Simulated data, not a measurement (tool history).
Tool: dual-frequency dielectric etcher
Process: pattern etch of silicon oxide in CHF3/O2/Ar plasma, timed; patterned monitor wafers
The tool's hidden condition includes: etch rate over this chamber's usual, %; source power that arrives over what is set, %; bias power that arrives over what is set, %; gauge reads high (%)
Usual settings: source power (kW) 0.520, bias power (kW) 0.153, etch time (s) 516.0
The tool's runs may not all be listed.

run	hour	source power (kW)	bias power (kW)	etch time (s)	wafers since the last listed run	hours since the last wet clean	hours since the last source power generator calibration	hours since the last bias power generator calibration	hours since the last upper electrode change	hours since the gauge calibration	read-back reference wafer on the same gauge, depth_nm	mean etch depth across the wafer (Å)
1	0.0	0.520	0.153	516.0	0	359.4	2803.2	908.2	2523.6	10.4	1000.6	9234
# hour 28.0: wet clean of the chamber
2	48.3	0.520	0.153	516.0	107	20.3	2851.5	956.5	2571.9	58.7	999.4	9201
3	112.9	0.520	0.153	516.0	286	84.9	2916.1	1021.1	2636.5	123.3	998.8	9195
4	190.8	0.560	0.153	516.0	345	162.8	2994.0	1099.0	2714.4	201.2	997.6	9409
5	298.6	0.520	0.141	516.0	478	270.6	3101.8	1206.8	2822.2	309.0	994.3	8883
# hour 360.1: source power generator calibrated
6	361.5	0.520	0.153	601.0	261	333.5	1.4	1269.7	2885.1	371.9	992.5	10701
7	405.4	0.520	0.153	601.0	194	377.4	45.3	1313.6	2929.0	415.8	989.5	10630
# hour 474.3: wet clean of the chamber
# hour 506.6: upper electrode replaced
8	558.5	0.520	0.176	516.0	466	84.2	198.4	1466.7	51.9	568.9	981.2	9484
# hour 620.5: gauge calibrated
9	640.4	0.520	0.143	372.5	363	166.1	280.3	1548.6	133.8	19.9	999.9	6520
# hour 646.2: bias power generator calibrated
10	686.9	0.600	0.141	580.5	188	212.6	326.8	40.7	180.3	66.4	999.2	10560
11	748.2	0.520	0.153	584.0	271	273.9	388.1	102.0	241.6	127.7	999.8	10445
12	834.1	0.520	0.163	516.0	381	359.8	474.0	187.9	327.5	213.6	996.8	9405
# hour 859.6: wet clean of the chamber
13	892.9	0.520	0.132	564.5	154	33.3	532.8	246.7	386.3	272.4	995.6	9608
14	937.6	0.620	0.131	396.5	198	78.0	577.5	291.4	431.0	317.1	994.2	7068
15	975.4	0.520	0.153	584.0	167	115.8	615.3	329.2	468.8	354.9	992.5	10401

Describe how what the log doesn't record of the tool's condition differs between the last listed run preceding each entry between runs and the first listed run following it.
Between runs 1 and 2: wet clean of the chamber (hour 28.0)
  gauge reads high (%): 0.263 -> 0.243
  measured result minus the result with no hidden state, mean etch depth across the wafer (Å): +24 -> +22
Between runs 5 and 6: source power generator calibrated (hour 360.1)
  gauge reads high (%): -0.329 -> -0.594
  measured result minus the result with no hidden state, mean etch depth across the wafer (Å): -29 -> -64
Between runs 7 and 8: wet clean of the chamber (hour 474.3); upper electrode replaced (hour 506.6)
  gauge reads high (%): -0.809 -> -1.74
  measured result minus the result with no hidden state, mean etch depth across the wafer (Å): -87 -> -168
Between runs 8 and 9: gauge calibrated (hour 620.5)
  gauge reads high (%): -1.74 -> 0.21
  measured result minus the result with no hidden state, mean etch depth across the wafer (Å): -168 -> +14
Between runs 9 and 10: bias power generator calibrated (hour 646.2)
  gauge reads high (%): 0.21 -> 0.185
  measured result minus the result with no hidden state, mean etch depth across the wafer (Å): +14 -> +19
Between runs 12 and 13: wet clean of the chamber (hour 859.6)
  gauge reads high (%): -0.0708 -> -0.248
  measured result minus the result with no hidden state, mean etch depth across the wafer (Å): -7 -> -24
